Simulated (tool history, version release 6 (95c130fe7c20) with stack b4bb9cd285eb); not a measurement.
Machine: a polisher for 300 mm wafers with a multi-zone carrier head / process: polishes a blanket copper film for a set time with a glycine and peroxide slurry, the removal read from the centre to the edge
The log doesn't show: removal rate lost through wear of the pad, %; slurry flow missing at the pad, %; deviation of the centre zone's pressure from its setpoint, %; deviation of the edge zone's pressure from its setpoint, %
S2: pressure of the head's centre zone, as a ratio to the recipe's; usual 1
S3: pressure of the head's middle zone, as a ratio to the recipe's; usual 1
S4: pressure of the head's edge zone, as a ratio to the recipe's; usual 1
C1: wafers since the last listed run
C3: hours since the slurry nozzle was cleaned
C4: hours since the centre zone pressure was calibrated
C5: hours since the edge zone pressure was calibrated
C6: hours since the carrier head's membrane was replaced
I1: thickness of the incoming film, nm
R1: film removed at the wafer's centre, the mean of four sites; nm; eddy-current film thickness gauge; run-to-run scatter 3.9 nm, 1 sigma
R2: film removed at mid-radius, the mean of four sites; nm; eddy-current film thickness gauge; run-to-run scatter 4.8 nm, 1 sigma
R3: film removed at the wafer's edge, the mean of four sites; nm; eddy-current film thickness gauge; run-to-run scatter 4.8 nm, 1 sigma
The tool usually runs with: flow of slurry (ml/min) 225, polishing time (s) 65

{"run": 1, "day": 0.0, "flow of slurry (ml/min)": 225, "S2": 1, "S3": 1, "S4": 0.92, "polishing time (s)": 65, "C1": 0, "wafers polished on this pad": 1115, "C3": 241.7, "C4": 305.1, "C5": 328.8, "C6": 367.1, "I1": 1419.4, "R1": 387.7, "R2": 376.1, "R3": 372.9}
{"day": 0.588, "done": "worn pad replaced by a new one"}
{"run": 2, "day": 1.279, "flow of slurry (ml/min)": 225, "S2": 1, "S3": 1, "S4": 0.92, "polishing time (s)": 65, "C1": 260, "wafers polished on this pad": 161, "C3": 272.4, "C4": 335.8, "C5": 359.5, "C6": 397.8, "I1": 1423.4, "R1": 395.4, "R2": 398.3, "R3": 377.1}
{"day": 1.971, "done": "centre zone pressure recalibrated"}
{"run": 3, "day": 1.992, "flow of slurry (ml/min)": 225, "S2": 1, "S3": 1, "S4": 0.92, "polishing time (s)": 65, "C1": 147, "wafers polished on this pad": 308, "C3": 289.5, "C4": 0.5, "C5": 376.6, "C6": 414.9, "I1": 1430.3, "R1": 398.8, "R2": 393.6, "R3": 382.7}
{"run": 4, "day": 2.654, "flow of slurry (ml/min)": 225, "S2": 1, "S3": 1, "S4": 1, "polishing time (s)": 65, "C1": 154, "wafers polished on this pad": 463, "C3": 305.4, "C4": 16.4, "C5": 392.5, "C6": 430.8, "I1": 1440.1, "R1": 391.3, "R2": 369.3, "R3": 388.6}
{"run": 5, "day": 3.792, "flow of slurry (ml/min)": 225, "S2": 1, "S3": 1, "S4": 1, "polishing time (s)": 65, "C1": 265, "wafers polished on this pad": 729, "C3": 332.7, "C4": 43.7, "C5": 419.8, "C6": 458.1, "I1": 1408.6, "R1": 386.7, "R2": 373.5, "R3": 381.6}
{"day": 4.817, "done": "slurry nozzle cleaned"}
{"run": 6, "day": 4.904, "flow of slurry (ml/min)": 225, "S2": 1, "S3": 1, "S4": 1, "polishing time (s)": 65, "C1": 250, "wafers polished on this pad": 980, "C3": 2.1, "C4": 70.4, "C5": 446.5, "C6": 484.8, "I1": 1429.2, "R1": 394.9, "R2": 386, "R3": 389.6}
{"day": 6.096, "done": "worn pad replaced by a new one"}
{"run": 7, "day": 6.117, "flow of slurry (ml/min)": 225, "S2": 1, "S3": 1, "S4": 1, "polishing time (s)": 65, "C1": 244, "wafers polished on this pad": 4, "C3": 31.2, "C4": 99.5, "C5": 475.6, "C6": 513.9, "I1": 1438.1, "R1": 422.4, "R2": 402.7, "R3": 402.1}
{"run": 8, "day": 7.233, "flow of slurry (ml/min)": 225, "S2": 1, "S3": 1, "S4": 1, "polishing time (s)": 65, "C1": 261, "wafers polished on this pad": 265, "C3": 58, "C4": 126.3, "C5": 502.4, "C6": 540.7, "I1": 1426.4, "R1": 412.8, "R2": 389.4, "R3": 402.1}
{"run": 9, "day": 7.904, "flow of slurry (ml/min)": 225, "S2": 1, "S3": 1, "S4": 1, "polishing time (s)": 65, "C1": 156, "wafers polished on this pad": 422, "C3": 74.1, "C4": 142.4, "C5": 518.5, "C6": 556.8, "I1": 1448.2, "R1": 407.4, "R2": 393.7, "R3": 398.4}
{"run": 10, "day": 9.104, "flow of slurry (ml/min)": 225, "S2": 1, "S3": 1, "S4": 1.12, "polishing time (s)": 65, "C1": 280, "wafers polished on this pad": 703, "C3": 102.9, "C4": 171.2, "C5": 547.3, "C6": 585.6, "I1": 1433.5, "R1": 394.5, "R2": 395.4, "R3": 418.6}
{"run": 11, "day": 10.342, "flow of slurry (ml/min)": 225, "S2": 1.07, "S3": 1, "S4": 1.11, "polishing time (s)": 65, "C1": 289, "wafers polished on this pad": 992, "C3": 132.6, "C4": 200.9, "C5": 577, "C6": 615.3, "I1": 1431.5, "R1": 421.1, "R2": 383.9, "R3": 413.3}
{"run": 12, "day": 11.171, "flow of slurry (ml/min)": 285, "S2": 1.05, "S3": 1, "S4": 1, "polishing time (s)": 65, "C1": 193, "wafers polished on this pad": 1186, "C3": 152.5, "C4": 220.8, "C5": 596.9, "C6": 635.2, "I1": 1407.8, "R1": 420, "R2": 389.4, "R3": 391.7}
{"day": 11.75, "done": "edge zone pressure recalibrated"}
{"day": 12.008, "done": "worn pad replaced by a new one"}
{"run": 13, "day": 13.608, "flow of slurry (ml/min)": 225, "S2": 1.07, "S3": 1, "S4": 0.95, "polishing time (s)": 65, "C1": 511, "wafers polished on this pad": 374, "C3": 211, "C4": 279.3, "C5": 44.6, "C6": 693.7, "I1": 1418.6, "R1": 429.9, "R2": 387.7, "R3": 387.8}
{"run": 14, "day": 14.708, "flow of slurry (ml/min)": 180, "S2": 1, "S3": 1, "S4": 1, "polishing time (s)": 45, "C1": 257, "wafers polished on this pad": 631, "C3": 237.4, "C4": 305.7, "C5": 71, "C6": 720.1, "I1": 1444.7, "R1": 267.7, "R2": 257.2, "R3": 264.4}
{"day": 15.058, "done": "centre zone pressure recalibrated"}
{"day": 15.221, "done": "carrier head's membrane replaced by a new one"}
{"run": 15, "day": 15.967, "flow of slurry (ml/min)": 225, "S2": 1, "S3": 1, "S4": 1, "polishing time (s)": 65, "C1": 236, "wafers polished on this pad": 868, "C3": 267.6, "C4": 21.8, "C5": 101.2, "C6": 17.9, "I1": 1424.4, "R1": 392.7, "R2": 382, "R3": 387.2}
{"day": 16.504, "done": "worn pad replaced by a new one"}
{"run": 16, "day": 16.688, "flow of slurry (ml/min)": 225, "S2": 1, "S3": 1, "S4": 1, "polishing time (s)": 65, "C1": 129, "wafers polished on this pad": 42, "C3": 284.9, "C4": 39.1, "C5": 118.5, "C6": 35.2, "I1": 1403.1, "R1": 403.5, "R2": 391.6, "R3": 395.2}
{"run": 17, "day": 17.758, "flow of slurry (ml/min)": 225, "S2": 1, "S3": 1, "S4": 1, "polishing time (s)": 65, "C1": 250, "wafers polished on this pad": 292, "C3": 310.6, "C4": 64.8, "C5": 144.2, "C6": 60.9, "I1": 1417.7, "R1": 396.4, "R2": 382.5, "R3": 384.1}
{"day": 19.075, "done": "slurry nozzle cleaned"}
{"run": 18, "day": 19.146, "flow of slurry (ml/min)": 165, "S2": 1, "S3": 1.08, "S4": 1, "polishing time (s)": 65, "C1": 314, "wafers polished on this pad": 607, "C3": 1.7, "C4": 98.1, "C5": 177.5, "C6": 94.2, "I1": 1430, "R1": 391.3, "R2": 404.1, "R3": 383.5}
{"run": 19, "day": 19.912, "flow of slurry (ml/min)": 160, "S2": 1.05, "S3": 1, "S4": 1, "polishing time (s)": 65, "C1": 179, "wafers polished on this pad": 786, "C3": 20.1, "C4": 116.5, "C5": 195.9, "C6": 112.6, "I1": 1452.4, "R1": 401.9, "R2": 374.2, "R3": 386.7}
{"day": 21.175, "done": "worn pad replaced by a new one"}
{"run": 20, "day": 21.312, "flow of slurry (ml/min)": 225, "S2": 1, "S3": 1.07, "S4": 1, "polishing time (s)": 65, "C1": 288, "wafers polished on this pad": 31, "C3": 53.7, "C4": 150.1, "C5": 229.5, "C6": 146.2, "I1": 1414.8, "R1": 407.9, "R2": 425.5, "R3": 399.1}
{"run": 21, "day": 22.438, "flow of slurry (ml/min)": 300, "S2": 1, "S3": 1.05, "S4": 1.07, "polishing time (s)": 65, "C1": 263, "wafers polished on this pad": 294, "C3": 80.7, "C4": 177.1, "C5": 256.5, "C6": 173.2, "I1": 1434.2, "R1": 418.5, "R2": 428.7, "R3": 431.2}
{"run": 22, "day": 23.083, "flow of slurry (ml/min)": 285, "S2": 1, "S3": 0.96, "S4": 1, "polishing time (s)": 65, "C1": 151, "wafers polished on this pad": 445, "C3": 96.2, "C4": 192.6, "C5": 272, "C6": 188.7, "I1": 1427.6, "R1": 415.7, "R2": 390.6, "R3": 408.3}

4 ways to go on from here, each from the tool as it stands after run 22. What would each give?
{"run": "A", "day": 23.104, "flow of slurry (ml/min)": 225, "S2": 1.07, "S3": 1, "S4": 1, "polishing time (s)": 65, "C1": 4, "wafers polished on this pad": 450, "C3": 96.7, "C4": 193.1, "C5": 272.5, "C6": 189.2, "I1": 1441.9, "R1": "?", "R2": "?", "R3": "?"}
{"run": "B", "day": 23.104, "flow of slurry (ml/min)": 225, "S2": 1, "S3": 1, "S4": 1, "polishing time (s)": 88, "C1": 4, "wafers polished on this pad": 450, "C3": 96.7, "C4": 193.1, "C5": 272.5, "C6": 189.2, "I1": 1441.9, "R1": "?", "R2": "?", "R3": "?"}
{"run": "C", "day": 23.104, "flow of slurry (ml/min)": 185, "S2": 0.93, "S3": 0.94, "S4": 1, "polishing time (s)": 65, "C1": 4, "wafers polished on this pad": 450, "C3": 96.7, "C4": 193.1, "C5": 272.5, "C6": 189.2, "I1": 1441.9, "R1": "?", "R2": "?", "R3": "?"}
{"run": "D", "day": 23.104, "flow of slurry (ml/min)": 225, "S2": 0.88, "S3": 1.06, "S4": 0.88, "polishing time (s)": 58, "C1": 4, "wafers polished on this pad": 450, "C3": 96.7, "C4": 193.1, "C5": 272.5, "C6": 189.2, "I1": 1441.9, "R1": "?", "R2": "?", "R3": "?"}

run=A R1=432.2 R2=399.9 R3=398.4
run=B R1=552.4 R2=541.6 R3=539.3
run=C R1=374.4 R2=371.7 R3=392.3
run=D R1=327.2 R2=375.3 R3=334.5
Without the tool's unlogged condition, the same runs would have read:
run=A R1=444.2 R2=410.9 R3=408.9
run=B R1=567.7 R2=556.4 R3=553.6
run=C R1=385 R2=382.1 R3=402.8
run=D R1=336.3 R2=385.6 R3=343.4

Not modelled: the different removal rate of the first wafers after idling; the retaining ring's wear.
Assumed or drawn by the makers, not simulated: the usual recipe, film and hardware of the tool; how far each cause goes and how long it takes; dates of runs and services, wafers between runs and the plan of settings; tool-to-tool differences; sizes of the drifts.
